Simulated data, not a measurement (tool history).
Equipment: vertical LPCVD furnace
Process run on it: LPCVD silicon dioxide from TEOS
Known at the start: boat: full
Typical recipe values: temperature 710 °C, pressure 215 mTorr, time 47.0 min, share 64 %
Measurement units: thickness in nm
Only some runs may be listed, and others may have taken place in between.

run	hour	temperature	pressure	time	share	read-back reference wafer on the same gauge, thickness	thickness
1	0.0	710	215	33.0	64	364.88	256.24
2	290.0	710	215	33.0	64	364.80	257.98
3	338.9	710	215	47.0	64	364.81	366.44
4	409.4	710	215	47.0	64	364.25	369.01
5	474.4	710	215	41.0	59	365.35	306.20
6	554.9	710	215	41.0	59	364.92	306.53
7	624.9	710	215	47.0	64	364.29	365.27
8	663.6	710	215	47.0	64	365.68	365.98
9	757.2	710	215	47.0	64	365.27	364.07
10	814.5	710	215	47.0	64	365.46	365.50
11	854.9	710	215	47.0	64	366.47	366.70
12	960.1	710	215	47.0	64	364.74	365.20
13	1027.3	710	195	47.0	64	364.84	348.66
14	1125.0	710	215	47.0	64	365.30	365.97
15	1231.5	710	215	47.0	64	365.28	367.37
16	1318.4	710	215	55.0	64	365.09	427.19
17	1363.0	715	235	47.0	64	364.38	427.02
# hour 1449.9: pressure gauge zeroed
18	1467.9	710	245	58.5	64	365.33	496.66
19	1566.2	710	230	47.0	64	365.52	380.11
# hour 1592.1: gauge calibrated
20	1629.5	707	215	47.0	64	365.63	347.20
# hour 1660.4: thermocouples replaced and temperature profile calibrated
21	1703.9	710	215	47.0	64	364.17	365.81
22	1784.1	710	215	47.0	64	364.34	370.61
23	1874.1	710	245	58.5	64	364.96	492.96
24	1936.9	710	200	47.0	64	365.52	357.10
# hour 1976.8: TEOS flow controller replaced
25	2037.0	719	175	41.5	72	365.23	378.96
26	2144.7	710	215	47.0	64	364.76	367.66
27	2223.8	710	215	47.0	64	364.37	368.56
28	2314.3	710	215	47.0	69	365.37	380.09
29	2401.0	713	240	47.0	56	364.97	391.63
30	2464.4	710	235	37.5	64	365.36	307.33
31	2533.4	710	215	47.0	64	364.83	368.48
32	2618.7	713	215	55.0	64	365.93	459.21

Predict each of these 3 candidate next runs independently; none follows another, all start after run 32:
A	2623.9	710	215	47.0	64	?	?
B	2623.9	717	165	31.5	59	?	?
C	2623.9	710	185	29.5	64	?	?

run	read-back reference wafer on the same gauge, thickness	thickness
A	364.55	365.52
B	364.55	239.58
C	364.55	211.96
Stripped of hidden state, with their random variation kept, the same runs would have yielded:
run	thickness
A	374.51
B	247.34
C	218.05
